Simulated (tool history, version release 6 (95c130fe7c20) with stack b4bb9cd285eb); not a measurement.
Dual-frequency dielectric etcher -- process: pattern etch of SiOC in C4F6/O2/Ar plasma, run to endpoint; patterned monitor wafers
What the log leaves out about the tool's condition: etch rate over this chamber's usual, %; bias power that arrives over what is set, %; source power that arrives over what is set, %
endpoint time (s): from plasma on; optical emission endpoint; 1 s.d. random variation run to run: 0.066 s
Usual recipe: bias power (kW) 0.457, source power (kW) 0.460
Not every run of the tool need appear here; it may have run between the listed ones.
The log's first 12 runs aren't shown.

run     day  bias power (kW)  source power (kW)  wafers since the last listed run  hours since the last wet clean  hours since the last bias power generator calibration  hours since the last source power generator calibration  hours since the last upper electrode change  incoming incoming film thickness, nm  endpoint time (s)
 13  12.283            0.371              0.460                               459                           350.6                                                 3092.2                                                   1863.0                                       4012.4                                 32.23               12.2
 14  13.471            0.457              0.410                               427                           379.1                                                 3120.7                                                   1891.5                                       4040.9                                 31.93               11.9
 15  14.692            0.457              0.460                               439                           408.4                                                 3150.0                                                   1920.8                                       4070.2                                 31.90               11.4
 16  15.642            0.457              0.460                               342                           431.2                                                 3172.8                                                   1943.6                                       4093.0                                 31.91               11.3
 17  16.842            0.427              0.550                               432                           460.0                                                 3201.6                                                   1972.4                                       4121.8                                 32.05               10.8
     17.988  -- wet clean of the chamber
 18  18.008            0.457              0.530                                60                             0.5                                                 3229.6                                                   2000.4                                       4149.8                                 31.81               10.2
 19  18.079            0.519              0.460                                25                             2.2                                                 3231.3                                                   2002.1                                       4151.5                                 32.13               10.6
 20  22.350            0.486              0.400                              1537                           104.7                                                 3333.8                                                   2104.6                                       4254.0                                 31.59               11.3
 21  22.862            0.427              0.400                               184                           117.0                                                 3346.1                                                   2116.9                                       4266.3                                 31.89               12.0
     23.446  -- bias power generator calibrated
 22  23.771            0.536              0.580                               267                           138.8                                                    7.8                                                   2138.7                                       4288.1                                 31.97                9.4
 23  25.096            0.379              0.570                               477                           170.6                                                   39.6                                                   2170.5                                       4319.9                                 32.08               10.9
     25.975  -- source power generator calibrated
 24  26.025            0.457              0.460                               274                           192.9                                                   61.9                                                      1.2                                       4342.2                                 31.90               11.1
     27.708  -- upper electrode replaced
 25  27.729            0.533              0.460                               253                           233.8                                                  102.8                                                     42.1                                          0.5                                 31.97               10.6
 26  27.900            0.554              0.460                                61                           237.9                                                  106.9                                                     46.2                                          4.6                                 32.03               10.5
 27  29.158            0.490              0.350                               453                           268.1                                                  137.1                                                     76.4                                         34.8                                 32.01               12.4
 28  30.529            0.457              0.460                               493                           301.0                                                  170.0                                                    109.3                                         67.7                                 32.06               11.4
 29  31.875            0.430              0.460                               484                           333.3                                                  202.3                                                    141.6                                        100.0                                 31.71               11.4
 30  33.271            0.557              0.370                               502                           366.8                                                  235.8                                                    175.1                                        133.5                                 32.12               11.5
 31  34.754            0.552              0.520                               534                           402.4                                                  271.4                                                    210.7                                        169.1                                 31.88                9.9
 32  35.504            0.515              0.380                               270                           420.4                                                  289.4                                                    228.7                                        187.1                                 31.96               11.8
 33  36.058            0.457              0.460                               199                           433.7                                                  302.7                                                    242.0                                        200.4                                 31.97               11.3

Predict each of these 4 candidate next runs independently; none follows another, all start after run 33:
  A  36.075            0.457              0.460                                 6                           434.1                                                  303.1                                                    242.4                                        200.8                                 32.07                  ?
  B  36.075            0.526              0.460                                 6                           434.1                                                  303.1                                                    242.4                                        200.8                                 32.07                  ?
  C  36.075            0.493              0.540                                 6                           434.1                                                  303.1                                                    242.4                                        200.8                                 32.07                  ?
  D  36.075            0.417              0.560                                 6                           434.1                                                  303.1                                                    242.4                                        200.8                                 32.07                  ?

run  endpoint time (s)
  A               11.5
  B               11.0
  C               10.5
  D               10.9
With the hidden condition removed and each run's random variation left untouched, the same runs would have given:
run  endpoint time (s)
  A               11.1
  B               10.6
  C               10.1
  D               10.6
